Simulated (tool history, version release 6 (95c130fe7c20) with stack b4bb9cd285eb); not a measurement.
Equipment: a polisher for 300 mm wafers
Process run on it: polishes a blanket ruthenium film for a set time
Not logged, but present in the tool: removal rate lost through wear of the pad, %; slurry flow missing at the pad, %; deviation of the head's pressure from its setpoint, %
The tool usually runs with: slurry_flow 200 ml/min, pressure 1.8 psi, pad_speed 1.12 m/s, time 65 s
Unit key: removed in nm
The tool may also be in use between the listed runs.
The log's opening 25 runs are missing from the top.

| run | hour | slurry_flow | pressure | pad_speed | time | wafers since the last listed run | wafers polished on this pad | hours since the slurry nozzle was cleaned | hours since the head pressure was calibrated | incoming thickness of the incoming film, nm | removed |
|---|---|---|---|---|---|---|---|---|---|---|---|
| 26 | 2205.9 | 135 | 1.3 | 0.82 | 65 | 830 | 3997 | 233.5 | 744.2 | 329.4 | 41.0 |
|  | 2242.5 | worn pad replaced by a new one |
| 27 | 2263.9 | 200 | 1.3 | 1.44 | 65 | 428 | 169 | 291.5 | 802.2 | 330.4 | 81.2 |
| 28 | 2313.5 | 200 | 2.1 | 1.12 | 65 | 394 | 563 | 341.1 | 851.8 | 326.6 | 102.0 |
|  | 2358.3 | head pressure recalibrated |
| 29 | 2366.8 | 175 | 1.8 | 1.12 | 84 | 407 | 971 | 394.4 | 8.5 | 334.9 | 103.4 |
| 30 | 2471.4 | 245 | 1.8 | 1.52 | 78 | 830 | 1802 | 499.0 | 113.1 | 328.2 | 131.5 |
| 31 | 2512.1 | 200 | 1.8 | 1.12 | 65 | 323 | 2125 | 539.7 | 153.8 | 336.4 | 80.5 |
|  | 2537.9 | slurry nozzle cleaned |
| 32 | 2611.6 | 175 | 1.8 | 1.12 | 84 | 782 | 2907 | 73.7 | 253.3 | 325.6 | 103.1 |
| 33 | 2706.6 | 180 | 1.6 | 0.92 | 47 | 754 | 3662 | 168.7 | 348.3 | 334.6 | 42.2 |
|  | 2727.7 | worn pad replaced by a new one |
| 34 | 2755.6 | 200 | 1.8 | 1.46 | 78 | 357 | 221 | 217.7 | 397.3 | 331.3 | 134.9 |

Here are 3 independent what-if runs from the current tool condition. What would each one return?
| A | 2756.0 | 200 | 1.8 | 1.00 | 65 | 3 | 225 | 218.1 | 397.7 | 328.4 | ? |
| B | 2756.0 | 200 | 1.8 | 1.46 | 65 | 3 | 225 | 218.1 | 397.7 | 328.4 | ? |
| C | 2756.0 | 245 | 2.0 | 1.12 | 46 | 3 | 225 | 218.1 | 397.7 | 328.4 | ? |

| run | removed |
|---|---|
| A | 76.0 |
| B | 111.0 |
| C | 68.1 |
Take away the tool's hidden state, keep each run's random variation, and the runs would have read:
| run | removed |
|---|---|
| A | 71.5 |
| B | 104.3 |
| C | 64.1 |
